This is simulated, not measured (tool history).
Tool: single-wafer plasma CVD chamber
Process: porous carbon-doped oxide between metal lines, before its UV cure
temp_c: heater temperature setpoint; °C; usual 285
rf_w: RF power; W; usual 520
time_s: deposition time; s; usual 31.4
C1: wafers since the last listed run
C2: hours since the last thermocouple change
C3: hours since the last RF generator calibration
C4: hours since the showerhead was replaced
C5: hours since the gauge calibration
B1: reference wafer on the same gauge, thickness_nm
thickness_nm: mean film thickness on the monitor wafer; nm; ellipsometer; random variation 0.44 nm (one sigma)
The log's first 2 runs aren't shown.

Run 3, hour 23.8: usual settings; C1 460; C2 633.7; C3 968.1; C4 5855.7; C5 120.8; B1 190.877. Result: thickness_nm 174.261 nm.
Run 4, hour 36.2: usual settings; C1 361; C2 646.1; C3 980.5; C4 5868.1; C5 133.2; B1 190.933. Result: thickness_nm 173.748 nm.
Run 5, hour 45.3: usual settings but rf_w 475 W; C1 264; C2 655.2; C3 989.6; C4 5877.2; C5 142.3; B1 190.770. Result: thickness_nm 156.984 nm.
Run 6, hour 59.0: usual settings but rf_w 475 W; C1 398; C2 668.9; C3 1003.3; C4 5890.9; C5 156.0; B1 190.952. Result: thickness_nm 157.252 nm.
Run 7, hour 72.8: usual settings but rf_w 540 W; C1 401; C2 682.7; C3 1017.1; C4 5904.7; C5 169.8; B1 190.889. Result: thickness_nm 179.999 nm.
Run 8, hour 82.2: usual settings but rf_w 585 W; C1 273; C2 692.1; C3 1026.5; C4 5914.1; C5 179.2; B1 190.983. Result: thickness_nm 194.584 nm.
Run 9, hour 93.9: usual settings but rf_w 585 W; C1 340; C2 703.8; C3 1038.2; C4 5925.8; C5 190.9; B1 190.925. Result: thickness_nm 194.411 nm.
At hour 108.1: RF generator calibrated.
At hour 115.1: showerhead replaced.
Run 10, hour 115.6: usual settings but rf_w 455 W, time_s 35.8 s; C1 196; C2 725.5; C3 7.5; C4 0.5; C5 212.6; B1 190.835. Result: thickness_nm 180.031 nm.
Run 11, hour 117.8: usual settings but rf_w 455 W, time_s 35.8 s; C1 64; C2 727.7; C3 9.7; C4 2.7; C5 214.8; B1 191.160. Result: thickness_nm 179.645 nm.
Run 12, hour 135.0: usual settings; C1 500; C2 744.9; C3 26.9; C4 19.9; C5 232.0; B1 190.967. Result: thickness_nm 181.735 nm.
Run 13, hour 144.6: usual settings; C1 279; C2 754.5; C3 36.5; C4 29.5; C5 241.6; B1 191.029. Result: thickness_nm 181.769 nm.
Run 14, hour 161.5: usual settings but rf_w 470 W; C1 492; C2 771.4; C3 53.4; C4 46.4; C5 258.5; B1 191.243. Result: thickness_nm 164.043 nm.
Run 15, hour 178.5: usual settings but time_s 36.4 s; C1 494; C2 788.4; C3 70.4; C4 63.4; C5 275.5; B1 191.052. Result: thickness_nm 209.411 nm.
At hour 179.9: gauge calibrated.
Run 16, hour 196.9: usual settings but temp_c 281 °C, rf_w 600 W, time_s 34.0 s; C1 535; C2 806.8; C3 88.8; C4 81.8; C5 17.0; B1 190.902. Result: thickness_nm 229.459 nm.
Run 17, hour 214.1: usual settings but temp_c 274 °C, time_s 35.9 s; C1 500; C2 824.0; C3 106.0; C4 99.0; C5 34.2; B1 191.042. Result: thickness_nm 223.598 nm.
Run 18, hour 223.6: usual settings but temp_c 296 °C, rf_w 460 W, time_s 36.1 s; C1 276; C2 833.5; C3 115.5; C4 108.5; C5 43.7; B1 191.292. Result: thickness_nm 168.456 nm.
Run 19, hour 233.9: usual settings but temp_c 297 °C, rf_w 595 W; C1 299; C2 843.8; C3 125.8; C4 118.8; C5 54.0; B1 191.141. Result: thickness_nm 188.041 nm.
Run 20, hour 254.7: usual settings; C1 605; C2 864.6; C3 146.6; C4 139.6; C5 74.8; B1 190.776. Result: thickness_nm 180.558 nm.
Run 21, hour 270.3: usual settings but rf_w 440 W; C1 454; C2 880.2; C3 162.2; C4 155.2; C5 90.4; B1 191.129. Result: thickness_nm 150.049 nm.
Run 22, hour 283.8: usual settings; C1 393; C2 893.7; C3 175.7; C4 168.7; C5 103.9; B1 191.054. Result: thickness_nm 179.700 nm.

Run 23 comes next. What will it give?
Run 23, hour 301.7: usual settings but rf_w 490 W; C1 521; C2 911.6; C3 193.6; C4 186.6; C5 121.8; B1 ?. Result: thickness_nm ?.

Run 23 gave B1 191.003, thickness_nm 169.058 nm.
Without the tool's hidden state the same run would have given thickness_nm 165.361 nm.

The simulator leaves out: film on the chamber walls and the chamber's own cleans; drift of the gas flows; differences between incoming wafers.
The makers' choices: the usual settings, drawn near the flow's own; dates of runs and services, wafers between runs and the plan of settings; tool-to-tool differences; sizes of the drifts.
